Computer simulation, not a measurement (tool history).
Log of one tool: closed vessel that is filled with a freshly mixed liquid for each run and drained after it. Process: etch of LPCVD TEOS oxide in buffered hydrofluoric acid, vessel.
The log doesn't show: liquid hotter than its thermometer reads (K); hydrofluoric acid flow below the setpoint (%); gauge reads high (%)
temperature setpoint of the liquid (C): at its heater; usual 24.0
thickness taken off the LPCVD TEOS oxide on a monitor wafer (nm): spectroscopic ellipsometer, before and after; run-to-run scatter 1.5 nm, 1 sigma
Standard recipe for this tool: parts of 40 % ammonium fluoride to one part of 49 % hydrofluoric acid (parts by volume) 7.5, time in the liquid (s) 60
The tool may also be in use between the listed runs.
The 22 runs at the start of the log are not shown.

run    hour  temperature setpoint of the liquid (C)  parts of 40 % ammonium fluoride to one part of 49 % hydrofluoric acid (parts by volume)  time in the liquid (s)  wafers since the last listed run  hours since the thermometer was replaced  hours since the hydrofluoric acid flow meter was replaced  hours since the gauge calibration  read-back film thickness of the LPCVD TEOS oxide reference wafer, read on the same gauge (nm)  thickness taken off the LPCVD TEOS oxide on a monitor wafer (nm)
 23  1738.3                                    28.0                                                                                      9.0                      60                              3652                                     196.4                                                      109.6                             1022.0                                                                                         130.00                                                            307.40
 24  1778.0                                    19.0                                                                                      5.5                      85                              3727                                     236.1                                                      149.3                             1061.7                                                                                         130.01                                                            431.16
 25  1832.2                                    26.5                                                                                     10.5                      60                              5088                                     290.3                                                      203.5                             1115.9                                                                                         130.00                                                            252.08
 26  1892.4                                    26.0                                                                                      9.0                      90                              5651                                     350.5                                                      263.7                             1176.1                                                                                         130.03                                                            413.31
 27  1957.4                                    24.0                                                                                     10.0                      60                              6102                                     415.5                                                      328.7                             1241.1                                                                                         130.00                                                            230.68
 28  2030.2                                    24.0                                                                                      7.5                      60                              6834                                     488.3                                                      401.5                             1313.9                                                                                         129.99                                                            301.91
 29  2121.6                                    24.0                                                                                     10.0                      30                              8581                                     579.7                                                      492.9                             1405.3                                                                                         130.03                                                            115.96
 30  2191.1                                    24.0                                                                                      7.5                      60                              6525                                     649.2                                                      562.4                             1474.8                                                                                         130.00                                                            298.09
 31  2231.3                                    24.0                                                                                      6.0                      95                              3774                                     689.4                                                      602.6                             1515.0                                                                                         130.02                                                            589.80
 32  2289.8                                    28.0                                                                                      7.5                      60                              5492                                     747.9                                                      661.1                             1573.5                                                                                         130.00                                                            373.64

Branching from run 32: 5 alternative next runs. What would each branch give?
  A  2290.5                                    21.5                                                                                      7.5                      60                                65                                     748.6                                                      661.8                             1574.2                                                                                              ?                                                                 ?
  B  2290.5                                    22.5                                                                                      7.5                      80                                65                                     748.6                                                      661.8                             1574.2                                                                                              ?                                                                 ?
  C  2290.5                                    28.5                                                                                      5.5                      40                                65                                     748.6                                                      661.8                             1574.2                                                                                              ?                                                                 ?
  D  2290.5                                    26.5                                                                                      7.5                      60                                65                                     748.6                                                      661.8                             1574.2                                                                                              ?                                                                 ?
  E  2290.5                                    24.0                                                                                      6.0                      45                                65                                     748.6                                                      661.8                             1574.2                                                                                              ?                                                                 ?

run  read-back film thickness of the LPCVD TEOS oxide reference wafer, read on the same gauge (nm)  thickness taken off the LPCVD TEOS oxide on a monitor wafer (nm)
  A                                                                                         129.98                                                            260.26
  B                                                                                         129.98                                                            366.68
  C                                                                                         129.98                                                            336.42
  D                                                                                         129.98                                                            341.62
  E                                                                                         129.98                                                            276.29
With no hidden state in the tool, these same runs would have given:
run  thickness taken off the LPCVD TEOS oxide on a monitor wafer (nm)
  A                                                            260.83
  B                                                            367.51
  C                                                            336.49
  D                                                            342.48
  E                                                            276.30
